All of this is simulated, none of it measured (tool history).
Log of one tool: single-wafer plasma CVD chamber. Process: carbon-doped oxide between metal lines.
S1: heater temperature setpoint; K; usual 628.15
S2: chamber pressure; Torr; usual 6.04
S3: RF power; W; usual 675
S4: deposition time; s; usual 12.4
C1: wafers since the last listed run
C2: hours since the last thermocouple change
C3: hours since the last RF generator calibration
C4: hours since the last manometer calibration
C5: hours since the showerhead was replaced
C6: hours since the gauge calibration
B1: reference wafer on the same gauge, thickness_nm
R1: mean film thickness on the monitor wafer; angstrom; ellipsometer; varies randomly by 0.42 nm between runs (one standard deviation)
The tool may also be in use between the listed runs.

{"run": 1, "hour": 0.0, "S1": 628.15, "S2": 6.04, "S3": 595, "S4": 12.4, "C1": 0, "C2": 948.7, "C3": 659.7, "C4": 1996.9, "C5": 4441.8, "C6": 344.5, "B1": 74.015, "R1": 729.31}
{"run": 2, "hour": 25.7, "S1": 628.15, "S2": 6.04, "S3": 595, "S4": 12.4, "C1": 436, "C2": 974.4, "C3": 685.4, "C4": 2022.6, "C5": 4467.5, "C6": 370.2, "B1": 74.359, "R1": 726.91}
{"run": 3, "hour": 41.5, "S1": 628.15, "S2": 6.04, "S3": 675, "S4": 12.4, "C1": 268, "C2": 990.2, "C3": 701.2, "C4": 2038.4, "C5": 4483.3, "C6": 386, "B1": 74.37, "R1": 795.39}
{"run": 4, "hour": 62.1, "S1": 628.15, "S2": 6.04, "S3": 675, "S4": 12.4, "C1": 349, "C2": 1010.8, "C3": 721.8, "C4": 2059, "C5": 4503.9, "C6": 406.6, "B1": 74.273, "R1": 796.71}
{"run": 5, "hour": 80.4, "S1": 628.15, "S2": 6.04, "S3": 675, "S4": 12.4, "C1": 310, "C2": 1029.1, "C3": 740.1, "C4": 2077.3, "C5": 4522.2, "C6": 424.9, "B1": 74.237, "R1": 800.25}
{"run": 6, "hour": 132.0, "S1": 628.15, "S2": 6.04, "S3": 675, "S4": 12.4, "C1": 875, "C2": 1080.7, "C3": 791.7, "C4": 2128.9, "C5": 4573.8, "C6": 476.5, "B1": 74.615, "R1": 799.61}
{"run": 7, "hour": 147.1, "S1": 620.15, "S2": 6.04, "S3": 580, "S4": 12.4, "C1": 256, "C2": 1095.8, "C3": 806.8, "C4": 2144, "C5": 4588.9, "C6": 491.6, "B1": 74.468, "R1": 734.78}
{"run": 8, "hour": 170.6, "S1": 620.15, "S2": 6.04, "S3": 580, "S4": 12.4, "C1": 398, "C2": 1119.3, "C3": 830.3, "C4": 2167.5, "C5": 4612.4, "C6": 515.1, "B1": 74.667, "R1": 739.74}
{"run": 9, "hour": 185.1, "S1": 628.15, "S2": 6.04, "S3": 675, "S4": 12.4, "C1": 246, "C2": 1133.8, "C3": 844.8, "C4": 2182, "C5": 4626.9, "C6": 529.6, "B1": 74.807, "R1": 799.38}
{"run": 10, "hour": 210.6, "S1": 628.15, "S2": 6.04, "S3": 675, "S4": 12.4, "C1": 432, "C2": 1159.3, "C3": 870.3, "C4": 2207.5, "C5": 4652.4, "C6": 555.1, "B1": 75.036, "R1": 801.35}
{"run": 11, "hour": 236.9, "S1": 628.15, "S2": 6.04, "S3": 675, "S4": 12.4, "C1": 446, "C2": 1185.6, "C3": 896.6, "C4": 2233.8, "C5": 4678.7, "C6": 581.4, "B1": 74.892, "R1": 804.46}
{"hour": 259.7, "done": "gauge calibrated"}
{"run": 12, "hour": 262.6, "S1": 628.15, "S2": 6.04, "S3": 675, "S4": 12.4, "C1": 436, "C2": 1211.3, "C3": 922.3, "C4": 2259.5, "C5": 4704.4, "C6": 2.9, "B1": 72.883, "R1": 783.47}
{"run": 13, "hour": 291.8, "S1": 628.15, "S2": 6.04, "S3": 675, "S4": 12.4, "C1": 495, "C2": 1240.5, "C3": 951.5, "C4": 2288.7, "C5": 4733.6, "C6": 32.1, "B1": 72.937, "R1": 780.13}
{"hour": 316.9, "done": "showerhead replaced"}
{"run": 14, "hour": 322.2, "S1": 628.15, "S2": 5.25, "S3": 675, "S4": 14.5, "C1": 380, "C2": 1270.9, "C3": 981.9, "C4": 2319.1, "C5": 5.3, "C6": 62.5, "B1": 72.999, "R1": 894.18}
{"hour": 336.5, "done": "capacitance manometer re-zeroed and calibrated"}
{"run": 15, "hour": 356.4, "S1": 628.15, "S2": 5.35, "S3": 675, "S4": 12.4, "C1": 444, "C2": 1305.1, "C3": 1016.1, "C4": 19.9, "C5": 39.5, "C6": 96.7, "B1": 73.018, "R1": 772.99}
{"run": 16, "hour": 383.4, "S1": 628.15, "S2": 6.04, "S3": 675, "S4": 12.4, "C1": 458, "C2": 1332.1, "C3": 1043.1, "C4": 46.9, "C5": 66.5, "C6": 123.7, "B1": 73.123, "R1": 775.9}
{"run": 17, "hour": 400.4, "S1": 614.15, "S2": 5.41, "S3": 770, "S4": 12.4, "C1": 288, "C2": 1349.1, "C3": 1060.1, "C4": 63.9, "C5": 83.5, "C6": 140.7, "B1": 73.265, "R1": 883.93}
{"run": 18, "hour": 417.9, "S1": 640.15, "S2": 4.97, "S3": 570, "S4": 11.2, "C1": 297, "C2": 1366.6, "C3": 1077.6, "C4": 81.4, "C5": 101, "C6": 158.2, "B1": 73.237, "R1": 594.72}
{"run": 19, "hour": 431.9, "S1": 638.15, "S2": 7.47, "S3": 675, "S4": 10.2, "C1": 237, "C2": 1380.6, "C3": 1091.6, "C4": 95.4, "C5": 115, "C6": 172.2, "B1": 73.324, "R1": 640.71}
{"hour": 451.5, "done": "thermocouple changed; heater temperature recalibrated"}
{"run": 20, "hour": 460.2, "S1": 641.15, "S2": 7.42, "S3": 675, "S4": 12.4, "C1": 344, "C2": 8.7, "C3": 1119.9, "C4": 123.7, "C5": 143.3, "C6": 200.5, "B1": 73.518, "R1": 762.16}
{"run": 21, "hour": 477.0, "S1": 615.15, "S2": 5.46, "S3": 675, "S4": 12.4, "C1": 285, "C2": 25.5, "C3": 1136.7, "C4": 140.5, "C5": 160.1, "C6": 217.3, "B1": 73.427, "R1": 812.43}
{"run": 22, "hour": 501.9, "S1": 633.15, "S2": 5.62, "S3": 730, "S4": 14.4, "C1": 422, "C2": 50.4, "C3": 1161.6, "C4": 165.4, "C5": 185, "C6": 242.2, "B1": 73.491, "R1": 944.7}
{"hour": 511.7, "done": "RF generator calibrated"}
{"run": 23, "hour": 536.6, "S1": 620.15, "S2": 7.45, "S3": 675, "S4": 11.4, "C1": 453, "C2": 85.1, "C3": 24.9, "C4": 200.1, "C5": 219.7, "C6": 276.9, "B1": 73.75, "R1": 743.59}
{"run": 24, "hour": 567.1, "S1": 628.15, "S2": 6.04, "S3": 675, "S4": 12.4, "C1": 517, "C2": 115.6, "C3": 55.4, "C4": 230.6, "C5": 250.2, "C6": 307.4, "B1": 73.731, "R1": 790.96}
{"run": 25, "hour": 588.9, "S1": 637.15, "S2": 6.04, "S3": 580, "S4": 12.4, "C1": 369, "C2": 137.4, "C3": 77.2, "C4": 252.4, "C5": 272, "C6": 329.2, "B1": 73.639, "R1": 695.91}
{"run": 26, "hour": 614.6, "S1": 614.15, "S2": 4.99, "S3": 675, "S4": 12.4, "C1": 436, "C2": 163.1, "C3": 102.9, "C4": 278.1, "C5": 297.7, "C6": 354.9, "B1": 73.931, "R1": 808.59}
{"run": 27, "hour": 633.6, "S1": 628.15, "S2": 6.04, "S3": 675, "S4": 12.4, "C1": 322, "C2": 182.1, "C3": 121.9, "C4": 297.1, "C5": 316.7, "C6": 373.9, "B1": 74.043, "R1": 787.66}
{"run": 28, "hour": 667.9, "S1": 628.15, "S2": 5.37, "S3": 560, "S4": 10.3, "C1": 582, "C2": 216.4, "C3": 156.2, "C4": 331.4, "C5": 351, "C6": 408.2, "B1": 73.993, "R1": 578.05}

Hidden state at the last listed run before each entry between runs and at the first one after, where it differs:
After run 11, before run 12: gauge calibrated (hour 259.7)
  gauge reads high (%): 2.59 -> -0.214
  measured less the result without the state, R1: +20.3 -> -1.68 angstrom
After run 13, before run 14: showerhead replaced (hour 316.9)
  gauge reads high (%): -0.0972 -> 0.0244
  measured less the result without the state, R1: -0.76 -> +0.22 angstrom
After run 14, before run 15: capacitance manometer re-zeroed and calibrated (hour 336.5)
  gauge reads high (%): 0.0244 -> 0.161
  measured less the result without the state, R1: +0.22 -> +1.25 angstrom
After run 19, before run 20: thermocouple changed; heater temperature recalibrated (hour 451.5)
  gauge reads high (%): 0.463 -> 0.576
  measured less the result without the state, R1: +2.96 -> +4.36 angstrom
After run 22, before run 23: RF generator calibrated (hour 511.7)
  gauge reads high (%): 0.743 -> 0.882
  measured less the result without the state, R1: +6.97 -> +6.5 angstrom
